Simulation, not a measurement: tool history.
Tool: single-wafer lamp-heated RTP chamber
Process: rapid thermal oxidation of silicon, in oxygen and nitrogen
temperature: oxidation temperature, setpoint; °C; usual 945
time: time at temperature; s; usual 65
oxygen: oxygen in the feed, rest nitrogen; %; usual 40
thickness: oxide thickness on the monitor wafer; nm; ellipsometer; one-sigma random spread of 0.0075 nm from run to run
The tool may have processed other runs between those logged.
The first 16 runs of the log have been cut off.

| run | day | temperature | time | oxygen | wafers since the last listed run | wafers since the last pyrometer calibration | hours since the oxygen flow controller was replaced | hours since the gauge calibration | read-back reference wafer on the same gauge, thickness | thickness |
|---|---|---|---|---|---|---|---|---|---|---|
| 17 | 9.888 | 937 | 52 | 17 | 194 | 5441 | 78.1 | 40.6 | 2.61 | 2.439 |
| 18 | 10.183 | 933 | 48 | 17 | 108 | 5549 | 85.2 | 47.7 | 2.609 | 2.375 |
| 19 | 10.533 | 964 | 41 | 22 | 127 | 5677 | 93.6 | 56.1 | 2.611 | 2.614 |
| 20 | 11.108 | 945 | 65 | 40 | 210 | 5887 | 107.4 | 69.9 | 2.61 | 3.085 |
| 21 | 11.371 | 974 | 65 | 40 | 95 | 5983 | 113.7 | 76.2 | 2.613 | 3.665 |
|  | 13.504 | pyrometer window cleaned and pyrometer calibrated |
| 22 | 13.525 | 958 | 35 | 40 | 665 | 7 | 165.4 | 127.9 | 2.61 | 2.688 |
| 23 | 13.821 | 945 | 65 | 52 | 108 | 115 | 172.5 | 135 | 2.609 | 3.238 |
| 24 | 14.112 | 916 | 65 | 17 | 106 | 222 | 179.5 | 142 | 2.611 | 2.4 |
| 25 | 14.967 | 945 | 65 | 40 | 312 | 534 | 200 | 162.5 | 2.611 | 3.043 |
| 26 | 15.442 | 945 | 65 | 40 | 173 | 707 | 211.4 | 173.9 | 2.609 | 3.04 |
| 27 | 15.779 | 935 | 78 | 55 | 123 | 831 | 219.5 | 182 | 2.609 | 3.302 |
| 28 | 16.342 | 945 | 55 | 40 | 205 | 1036 | 233 | 195.5 | 2.611 | 2.907 |
| 29 | 16.971 | 945 | 65 | 40 | 229 | 1266 | 248.1 | 210.6 | 2.611 | 3.053 |
| 30 | 17.612 | 936 | 88 | 24 | 234 | 1500 | 263.5 | 226 | 2.608 | 2.887 |
| 31 | 18.729 | 919 | 96 | 29 | 407 | 1908 | 290.3 | 252.8 | 2.613 | 2.831 |
| 32 | 19.379 | 921 | 93 | 23 | 237 | 2146 | 305.9 | 268.4 | 2.608 | 2.728 |
| 33 | 19.829 | 960 | 84 | 40 | 164 | 2310 | 316.7 | 279.2 | 2.61 | 3.661 |
| 34 | 20.279 | 927 | 65 | 40 | 164 | 2474 | 327.5 | 290 | 2.611 | 2.804 |
| 35 | 20.833 | 931 | 48 | 65 | 202 | 2677 | 340.8 | 303.3 | 2.611 | 2.875 |
| 36 | 21.154 | 945 | 65 | 40 | 117 | 2794 | 348.5 | 311 | 2.611 | 3.063 |
| 37 | 21.512 | 945 | 65 | 21 | 130 | 2925 | 357.1 | 319.6 | 2.611 | 2.695 |

5 ways to go on from here, each from the tool as it stands after run 37. What would each give?
| A | 21.529 | 945 | 65 | 40 | 6 | 2931 | 357.5 | 320 | ? | ? |
| B | 21.529 | 937 | 52 | 27 | 6 | 2931 | 357.5 | 320 | ? | ? |
| C | 21.529 | 970 | 56 | 17 | 6 | 2931 | 357.5 | 320 | ? | ? |
| D | 21.529 | 926 | 49 | 55 | 6 | 2931 | 357.5 | 320 | ? | ? |
| E | 21.529 | 945 | 94 | 40 | 6 | 2931 | 357.5 | 320 | ? | ? |

| run | read-back reference wafer on the same gauge, thickness | thickness |
|---|---|---|
| A | 2.61 | 3.075 |
| B | 2.61 | 2.588 |
| C | 2.61 | 2.775 |
| D | 2.61 | 2.746 |
| E | 2.61 | 3.491 |
Had the tool no hidden state, the same runs would have come out as:
| run | thickness |
|---|---|
| A | 3.053 |
| B | 2.576 |
| C | 2.76 |
| D | 2.73 |
| E | 3.462 |
